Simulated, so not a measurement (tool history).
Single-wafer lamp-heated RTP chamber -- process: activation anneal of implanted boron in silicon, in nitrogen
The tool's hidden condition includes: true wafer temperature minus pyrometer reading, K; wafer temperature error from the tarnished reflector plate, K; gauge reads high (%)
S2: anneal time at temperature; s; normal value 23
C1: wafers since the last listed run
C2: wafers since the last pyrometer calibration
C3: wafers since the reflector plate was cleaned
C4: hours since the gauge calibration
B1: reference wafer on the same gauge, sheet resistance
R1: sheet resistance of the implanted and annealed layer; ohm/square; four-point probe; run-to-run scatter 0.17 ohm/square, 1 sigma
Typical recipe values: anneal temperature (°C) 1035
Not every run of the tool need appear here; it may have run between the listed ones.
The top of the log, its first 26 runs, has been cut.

-- hour=732.9 pyrometer window cleaned and pyrometer calibrated
run 27 hour=746.5 | anneal_temperature_(°C)=1060 S2=23 | C1=187 C2=154 C3=2645 C4=208.4 | B1=104.96 | R1=114.47
run 28 hour=779.9 | anneal_temperature_(°C)=1035 S2=32 | C1=377 C2=531 C3=3023 C4=241.8 | B1=105 | R1=115.45
run 29 hour=812.4 | anneal_temperature_(°C)=1024 S2=13 | C1=367 C2=898 C3=3390 C4=274.3 | B1=105.03 | R1=117.21
run 30 hour=838.4 | anneal_temperature_(°C)=1035 S2=16 | C1=293 C2=1192 C3=3684 C4=300.3 | B1=104.96 | R1=116.07
run 31 hour=868.4 | anneal_temperature_(°C)=1035 S2=23 | C1=338 C2=1531 C3=4023 C4=330.3 | B1=104.99 | R1=115.69
run 32 hour=891.3 | anneal_temperature_(°C)=1035 S2=23 | C1=258 C2=1790 C3=4281 C4=353.2 | B1=104.94 | R1=115.47
run 33 hour=913.5 | anneal_temperature_(°C)=1006 S2=29 | C1=250 C2=2041 C3=4532 C4=375.4 | B1=105.02 | R1=117.33
run 34 hour=941.6 | anneal_temperature_(°C)=1053 S2=13 | C1=317 C2=2358 C3=4850 C4=403.5 | B1=104.98 | R1=115.24
run 35 hour=970.6 | anneal_temperature_(°C)=1058 S2=17 | C1=327 C2=2686 C3=5177 C4=432.5 | B1=105 | R1=114.75
-- hour=979.4 pyrometer window cleaned and pyrometer calibrated
run 36 hour=991 | anneal_temperature_(°C)=1059 S2=30 | C1=140 C2=131 C3=5317 C4=452.9 | B1=105.01 | R1=114.48
run 37 hour=1005.1 | anneal_temperature_(°C)=1035 S2=23 | C1=159 C2=290 C3=5477 C4=467 | B1=104.99 | R1=115.81

4 options for the next run, each taken on its own from the tool as it stands now. Forecast them:
run A hour=1005.5 | anneal_temperature_(°C)=1035 S2=23 | C1=4 C2=295 C3=5481 C4=467.4 | B1=? | R1=?
run B hour=1005.5 | anneal_temperature_(°C)=1053 S2=23 | C1=4 C2=295 C3=5481 C4=467.4 | B1=? | R1=?
run C hour=1005.5 | anneal_temperature_(°C)=1061 S2=17 | C1=4 C2=295 C3=5481 C4=467.4 | B1=? | R1=?
run D hour=1005.5 | anneal_temperature_(°C)=1023 S2=30 | C1=4 C2=295 C3=5481 C4=467.4 | B1=? | R1=?

run=A B1=105.02 R1=115.97
run=B B1=105.02 R1=115.16
run=C B1=105.02 R1=115.24
run=D B1=105.02 R1=116.55
Without the tool's unlogged condition, the same runs would have read:
run=A R1=116.03
run=B R1=115.2
run=C R1=115.27
run=D R1=116.64
